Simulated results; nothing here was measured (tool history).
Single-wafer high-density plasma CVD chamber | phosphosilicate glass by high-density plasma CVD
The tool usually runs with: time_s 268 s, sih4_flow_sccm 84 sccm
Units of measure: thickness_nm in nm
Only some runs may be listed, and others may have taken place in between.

run	hour	time_s	sih4_flow_sccm	read-back reference wafer on the same gauge, thickness_nm	thickness_nm
1	0.0	251	84	2559.955	2367.865
2	32.1	251	84	2560.110	2373.706
3	58.1	251	84	2560.070	2370.145
4	84.1	268	84	2560.321	2539.703
5	116.7	268	84	2560.068	2528.697
6	151.9	268	84	2560.392	2532.151
7	184.2	268	84	2560.460	2535.549
8	203.8	268	84	2560.637	2532.128
9	235.0	268	84	2558.952	2527.180
10	270.9	268	84	2559.588	2527.268
11	285.1	232	84	2560.731	2193.279
12	299.6	268	84	2557.542	2535.116
13	329.1	268	84	2559.530	2535.912
14	363.6	268	84	2560.182	2532.034
15	380.9	268	84	2560.264	2543.356
16	413.3	268	84	2561.299	2536.451
17	446.0	223	76	2560.017	1968.070
# hour 463.6: silane flow controller replaced
# hour 471.9: gauge calibrated
18	476.1	304	79	2558.773	2640.737
19	491.0	235	84	2560.449	2136.756
20	526.7	285	97	2560.475	2872.198
21	550.4	268	93	2560.545	2625.628
22	586.1	298	72	2560.110	2444.386
23	616.6	294	79	2560.547	2562.150
24	632.2	302	69	2559.586	2421.867
25	649.1	268	84	2558.329	2450.775
26	662.4	220	84	2559.864	2013.269
27	693.3	268	100	2559.225	2770.531
28	720.2	304	79	2561.089	2662.167
29	735.7	235	70	2559.840	1898.145
30	770.5	268	68	2560.282	2135.281
31	788.1	268	84	2559.114	2453.842
32	879.7	268	98	2558.762	2751.753

Consider 4 possible next runs. They are alternatives, not a sequence: every one starts from the tool as it was left by run 32. What does each give?
A	880.2	307	84	?	?
B	880.2	242	68	?	?
C	880.2	219	96	?	?
D	880.2	299	73	?	?

run	read-back reference wafer on the same gauge, thickness_nm	thickness_nm
A	2559.240	2822.348
B	2559.240	1929.831
C	2559.240	2213.526
D	2559.240	2498.261
Without the tool's hidden state the same runs would have given:
run	thickness_nm
A	2801.951
B	1915.884
C	2197.529
D	2480.205
